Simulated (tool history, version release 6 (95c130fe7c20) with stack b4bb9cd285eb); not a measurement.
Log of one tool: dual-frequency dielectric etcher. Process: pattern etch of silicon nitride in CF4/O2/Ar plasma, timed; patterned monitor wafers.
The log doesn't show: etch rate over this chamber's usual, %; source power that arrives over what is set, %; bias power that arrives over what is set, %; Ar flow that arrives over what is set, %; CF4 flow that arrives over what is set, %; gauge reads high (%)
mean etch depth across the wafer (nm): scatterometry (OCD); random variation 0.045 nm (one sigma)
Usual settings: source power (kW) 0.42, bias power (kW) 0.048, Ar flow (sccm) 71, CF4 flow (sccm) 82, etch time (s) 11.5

run	day	source power (kW)	bias power (kW)	Ar flow (sccm)	CF4 flow (sccm)	etch time (s)	wafers since the last listed run	hours since the last wet clean	hours since the last source power generator calibration	hours since the last bias power generator calibration	hours since the last Ar flow controller change	hours since the last CF4 flow controller change	hours since the last upper electrode change	hours since the gauge calibration	read-back reference wafer on the same gauge, depth_nm	mean etch depth across the wafer (nm)
1	0	0.35	0.048	71	82	11.5	0	27.1	2771.4	2236.1	5355.6	195.5	3530.7	1187.6	20.18	17.51
2	2.796	0.42	0.048	71	82	11.5	1234	94.2	2838.5	2303.2	5422.7	262.6	3597.8	1254.7	20.19	20.36
3	7.05	0.42	0.048	71	82	11.5	1877	196.3	2940.6	2405.3	5524.8	364.7	3699.9	1356.8	20.2	20.32
4	10.221	0.38	0.048	71	82	11.5	1399	272.4	3016.7	2481.4	5600.9	440.8	3776	1432.9	20.2	18.85
5	12.062	0.38	0.048	71	82	11.5	812	316.6	3060.9	2525.6	5645.1	485	3820.2	1477.1	20.21	18.88
# day 13.042: source power generator calibrated
6	14.104	0.42	0.048	71	82	11.5	827	365.6	25.5	2574.6	5694.1	534	3869.2	1526.1	20.22	20.42
7	16.817	0.42	0.055	88	82	11.5	1197	430.7	90.6	2639.7	5759.2	599.1	3934.3	1591.2	20.2	21.24
# day 18.712: wet clean of the chamber
# day 18.792: upper electrode replaced, of another model than before
8	18.946	0.42	0.048	81	102	8.5	464	5.6	141.7	2690.8	5810.3	650.2	3.7	1642.3	20.18	15.54
# day 19.983: Ar flow controller replaced
9	22.038	0.42	0.048	71	99	13.5	1254	79.8	215.9	2765	49.3	724.4	77.9	1716.5	20.21	24.89
# day 24.021: bias power generator calibrated
10	25.296	0.42	0.048	71	82	11.5	1364	158	294.1	30.6	127.5	802.6	156.1	1794.7	20.2	20.02
# day 27.946: gauge calibrated
11	29.596	0.42	0.048	63	82	11.5	1898	261.2	397.3	133.8	230.7	905.8	259.3	39.6	20.19	20.37
12	31.604	0.42	0.048	71	82	10.5	886	309.4	445.5	182	278.9	954	307.5	87.8	20.19	18.26
13	34.7	0.42	0.048	71	82	11.5	1366	383.7	519.8	256.3	353.2	1028.3	381.8	162.1	20.21	20.04
# day 37.692: wet clean of the chamber
14	37.712	0.42	0.048	71	97	11.5	888	0.5	592.1	328.6	425.5	1100.6	454.1	234.4	20.21	20.53
15	39.446	0.42	0.048	71	82	9	765	42.1	633.7	370.2	467.1	1142.2	495.7	276	20.21	15.75
16	41.512	0.32	0.048	81	82	13	912	91.7	683.3	419.8	516.7	1191.8	545.3	325.6	20.21	15.24
17	45.333	0.34	0.048	71	82	10.5	1686	183.4	775	511.5	608.4	1283.5	637	417.3	20.18	13.67
18	47.408	0.42	0.059	71	82	10	915	233.2	824.8	561.3	658.2	1333.3	686.8	467.1	20.2	19.71
19	49.746	0.34	0.048	78	82	11.5	1031	289.3	880.9	617.4	714.3	1389.4	742.9	523.2	20.19	14.87
20	52.029	0.42	0.043	71	82	10	1007	344.1	935.7	672.2	769.1	1444.2	797.7	578	20.2	16.34
# day 55.617: wet clean of the chamber
21	55.638	0.42	0.048	71	82	11.5	1151	0.5	1022.3	758.8	855.7	1530.8	884.3	664.6	20.2	20.08
22	59.154	0.42	0.042	84	82	11.5	1552	84.9	1106.7	843.2	940.1	1615.2	968.7	749	20.2	18.18

3 ways to go on from here, each from the tool as it stands after run 22. What would each give?
A	59.171	0.42	0.048	71	90	11.5	7	85.3	1107.1	843.6	940.5	1615.6	969.1	749.4	?	?
B	59.171	0.48	0.041	86	82	10	7	85.3	1107.1	843.6	940.5	1615.6	969.1	749.4	?	?
C	59.171	0.47	0.053	71	82	14.5	7	85.3	1107.1	843.6	940.5	1615.6	969.1	749.4	?	?

run	read-back reference wafer on the same gauge, depth_nm	mean etch depth across the wafer (nm)
A	20.19	20.27
B	20.19	18.34
C	20.19	30.85
Without the tool's hidden state the same runs would have given:
run	mean etch depth across the wafer (nm)
A	20.22
B	18.29
C	30.77
